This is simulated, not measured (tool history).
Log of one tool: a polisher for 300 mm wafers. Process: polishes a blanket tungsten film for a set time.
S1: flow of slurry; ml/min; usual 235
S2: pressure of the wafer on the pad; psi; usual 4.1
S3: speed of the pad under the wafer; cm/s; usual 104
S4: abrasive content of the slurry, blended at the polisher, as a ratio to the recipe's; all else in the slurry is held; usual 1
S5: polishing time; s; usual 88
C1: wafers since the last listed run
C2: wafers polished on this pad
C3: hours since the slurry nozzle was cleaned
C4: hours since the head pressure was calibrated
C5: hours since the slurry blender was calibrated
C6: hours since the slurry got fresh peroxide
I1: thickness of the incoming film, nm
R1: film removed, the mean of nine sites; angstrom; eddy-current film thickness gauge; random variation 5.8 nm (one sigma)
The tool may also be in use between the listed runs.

| run | day | S1 | S2 | S3 | S4 | S5 | C1 | C2 | C3 | C4 | C5 | C6 | I1 | R1 |
|---|---|---|---|---|---|---|---|---|---|---|---|---|---|---|
| 1 | 0 | 235 | 4.1 | 104 | 1 | 88 | 0 | 721 | 163.5 | 784.7 | 131.3 | 51.6 | 1497.9 | 4150 |
| 2 | 0.704 | 235 | 4.1 | 104 | 0.9 | 88 | 215 | 937 | 180.4 | 801.6 | 148.2 | 68.5 | 1478.3 | 4068 |
| 3 | 1.575 | 235 | 4.1 | 104 | 1 | 88 | 266 | 1204 | 201.3 | 822.5 | 169.1 | 89.4 | 1471.3 | 4166 |
|  | 2.212 | slurry blender recalibrated |
|  | 2.425 | worn pad replaced by a new one |
| 4 | 2.675 | 235 | 4.1 | 104 | 1 | 88 | 260 | 76 | 227.7 | 848.9 | 11.1 | 115.8 | 1455.9 | 4280 |
|  | 3.471 | slurry tank refilled with fresh slurry and peroxide |
| 5 | 3.525 | 235 | 4.1 | 104 | 1 | 88 | 247 | 324 | 248.1 | 869.3 | 31.5 | 1.3 | 1482.4 | 4253 |
| 6 | 4.146 | 235 | 4.1 | 104 | 1 | 88 | 190 | 514 | 263 | 884.2 | 46.4 | 16.2 | 1464.4 | 4143 |
| 7 | 5.008 | 285 | 4.1 | 104 | 1 | 88 | 264 | 778 | 283.7 | 904.9 | 67.1 | 36.9 | 1498.2 | 4403 |
|  | 6.367 | head pressure recalibrated |
|  | 6.538 | slurry nozzle cleaned |
| 8 | 6.638 | 235 | 4.1 | 104 | 1 | 88 | 460 | 1239 | 2.4 | 6.5 | 106.2 | 76 | 1481.8 | 4156 |
| 9 | 7.325 | 235 | 4.1 | 104 | 1 | 88 | 210 | 1449 | 18.9 | 23 | 122.7 | 92.5 | 1455.5 | 4200 |
|  | 8.167 | worn pad replaced by a new one |
|  | 8.483 | slurry tank refilled with fresh slurry and peroxide |
| 10 | 8.504 | 195 | 4.1 | 104 | 1 | 88 | 297 | 90 | 47.2 | 51.3 | 151 | 0.5 | 1476.8 | 4131 |
| 11 | 9.396 | 195 | 4.1 | 104 | 1 | 88 | 273 | 363 | 68.6 | 72.7 | 172.4 | 21.9 | 1469.8 | 4111 |
|  | 10.379 | slurry blender recalibrated |
| 12 | 10.662 | 235 | 4.1 | 82 | 1 | 88 | 362 | 725 | 99 | 103.1 | 6.8 | 52.3 | 1492.1 | 3287 |
| 13 | 11.525 | 235 | 4.1 | 104 | 1 | 102 | 264 | 990 | 119.7 | 123.8 | 27.5 | 73 | 1468.5 | 4850 |
| 14 | 12.296 | 235 | 4.1 | 104 | 1 | 88 | 236 | 1226 | 138.2 | 142.3 | 46 | 91.5 | 1465.9 | 4176 |
|  | 13.254 | worn pad replaced by a new one |
|  | 13.396 | slurry tank refilled with fresh slurry and peroxide |
| 15 | 13.417 | 235 | 4.1 | 104 | 1 | 88 | 279 | 36 | 165.1 | 169.2 | 72.9 | 0.5 | 1472.8 | 4265 |
| 16 | 14.067 | 235 | 4.1 | 104 | 1 | 88 | 199 | 235 | 180.7 | 184.8 | 88.5 | 16.1 | 1437.9 | 4209 |
| 17 | 15.162 | 235 | 4.1 | 78 | 1 | 88 | 335 | 571 | 207 | 211.1 | 114.8 | 42.4 | 1478.9 | 3240 |
| 18 | 16.604 | 235 | 4.1 | 104 | 0.8 | 117 | 441 | 1012 | 241.6 | 245.7 | 149.4 | 77 | 1450.4 | 5242 |
| 19 | 17.808 | 235 | 4.1 | 104 | 1 | 88 | 368 | 1381 | 270.5 | 274.6 | 178.3 | 105.9 | 1479.1 | 4258 |
|  | 18.325 | worn pad replaced by a new one |
|  | 18.546 | slurry blender recalibrated |
|  | 18.721 | slurry tank refilled with fresh slurry and peroxide |
| 20 | 18.867 | 235 | 4.1 | 92 | 1 | 88 | 234 | 127 | 295.9 | 300 | 7.7 | 3.5 | 1460.4 | 3797 |
|  | 19.158 | slurry nozzle cleaned |
| 21 | 20.267 | 170 | 4.1 | 104 | 1 | 88 | 415 | 543 | 26.6 | 333.6 | 41.3 | 37.1 | 1442.9 | 4059 |
| 22 | 21.738 | 190 | 2.8 | 114 | 1 | 75 | 450 | 993 | 61.9 | 368.9 | 76.6 | 72.4 | 1471.5 | 2605 |
| 23 | 22.45 | 190 | 4.7 | 104 | 1 | 88 | 218 | 1212 | 79 | 386 | 93.7 | 89.5 | 1439.9 | 4671 |
|  | 23.112 | slurry tank refilled with fresh slurry and peroxide |
| 24 | 23.233 | 190 | 4.7 | 72 | 0.8 | 88 | 227 | 1439 | 97.8 | 404.8 | 112.5 | 2.9 | 1470.4 | 3144 |
|  | 23.617 | worn pad replaced by a new one |
| 25 | 23.892 | 210 | 4.1 | 126 | 0.75 | 102 | 150 | 84 | 113.6 | 420.6 | 128.3 | 18.7 | 1444.1 | 5542 |

How the hidden state differs across the entries between the runs, from the last listed run before each to the first after it:
Between runs 3 and 4: slurry blender recalibrated (day 2.212); worn pad replaced by a new one (day 2.425)
  no hidden state differs between the two runs
Between runs 4 and 5: slurry tank refilled with fresh slurry and peroxide (day 3.471)
  no hidden state differs between the two runs
Between runs 7 and 8: head pressure recalibrated (day 6.367); slurry nozzle cleaned (day 6.538)
  no hidden state differs between the two runs
Between runs 9 and 10: worn pad replaced by a new one (day 8.167); slurry tank refilled with fresh slurry and peroxide (day 8.483)
  no hidden state differs between the two runs
Between runs 11 and 12: slurry blender recalibrated (day 10.379)
  no hidden state differs between the two runs
Between runs 14 and 15: worn pad replaced by a new one (day 13.254); slurry tank refilled with fresh slurry and peroxide (day 13.396)
  no hidden state differs between the two runs
Between runs 19 and 20: worn pad replaced by a new one (day 18.325); slurry blender recalibrated (day 18.546); slurry tank refilled with fresh slurry and peroxide (day 18.721)
  no hidden state differs between the two runs
Between runs 20 and 21: slurry nozzle cleaned (day 19.158)
  no hidden state differs between the two runs
Between runs 23 and 24: slurry tank refilled with fresh slurry and peroxide (day 23.112)
  no hidden state differs between the two runs
Between runs 24 and 25: worn pad replaced by a new one (day 23.617)
  no hidden state differs between the two runs
